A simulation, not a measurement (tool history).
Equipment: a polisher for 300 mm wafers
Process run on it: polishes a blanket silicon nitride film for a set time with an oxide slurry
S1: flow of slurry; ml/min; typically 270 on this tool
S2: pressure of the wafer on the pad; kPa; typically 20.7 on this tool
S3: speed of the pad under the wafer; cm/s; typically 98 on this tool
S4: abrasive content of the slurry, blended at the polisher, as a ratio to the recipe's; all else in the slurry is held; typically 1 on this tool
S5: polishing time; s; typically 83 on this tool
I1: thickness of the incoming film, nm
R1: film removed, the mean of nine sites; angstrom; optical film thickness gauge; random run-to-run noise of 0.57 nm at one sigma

run,hour,S1,S2,S3,S4,S5,I1,R1
1,0,270,22.8,98,1,83,331.7,498
2,39.9,270,20.7,98,1,83,331.4,438
# hour 45.8: worn pad replaced by a new one
# hour 68.1: slurry blender recalibrated
3,83.7,270,20.7,120,1,83,330.2,537
4,136.3,270,20.7,98,1,83,335,479
# hour 144.9: slurry nozzle cleaned
5,164.9,245,24.8,98,0.75,83,326.3,453
6,217.8,225,20.7,126,0.7,90,327.4,440
7,265.3,270,20.7,122,0.8,83,329.7,452
# hour 305.7: conditioning disc replaced and pad reconditioned
8,308.9,295,20.7,98,1,83,326.8,469
9,356.9,270,20.7,98,1,83,332.8,469
10,385,190,20.7,98,0.7,66,330.1,264
11,420.9,325,20.7,82,0.7,108,328.4,412
# hour 511: slurry blender recalibrated
12,515.2,270,17.2,64,1,71,332.4,269
# hour 538.1: worn pad replaced by a new one
13,548.8,345,20.7,98,0.75,83,327.5,388
14,603.3,270,20.7,98,1,83,322.7,478
15,658.4,180,14.5,98,1.15,83,329.9,342
16,692.7,200,20.7,90,1,83,329.4,429
17,723.4,325,20.7,98,1,83,335.6,474
18,769,270,20.7,98,1,83,336.7,460
# hour 803.3: conditioning disc replaced and pad reconditioned
19,806.7,365,20.7,98,1.15,83,322.6,516
20,847.2,270,20.7,124,1,83,331.8,521
21,872.4,270,24.1,98,0.85,69,325,386
# hour 914.2: slurry nozzle cleaned
# hour 914.3: head pressure recalibrated
22,941.3,270,20.7,98,1,83,326.2,456
# hour 943.6: slurry blender recalibrated
23,973,270,20.7,98,1,83,334.7,478
# hour 1071.3: worn pad replaced by a new one
24,1087.7,240,15.9,98,1,70,327.5,302

5 ways to go on from here, each from the tool as it stands after run 24. What would each give?
A,1088.1,270,14.5,98,1,83,330.4,?
B,1088.1,270,20.7,126,1,83,330.4,?
C,1088.1,185,15.2,98,0.9,75,330.4,?
D,1088.1,305,20.7,98,0.85,83,330.4,?
E,1088.1,185,20.7,98,1,83,330.4,?

run,R1
A,329
B,549
C,279
D,422
E,453
Take away the tool's hidden state, keep each run's random variation, and the runs would have read:
run,R1
A,341
B,569
C,290
D,439
E,469
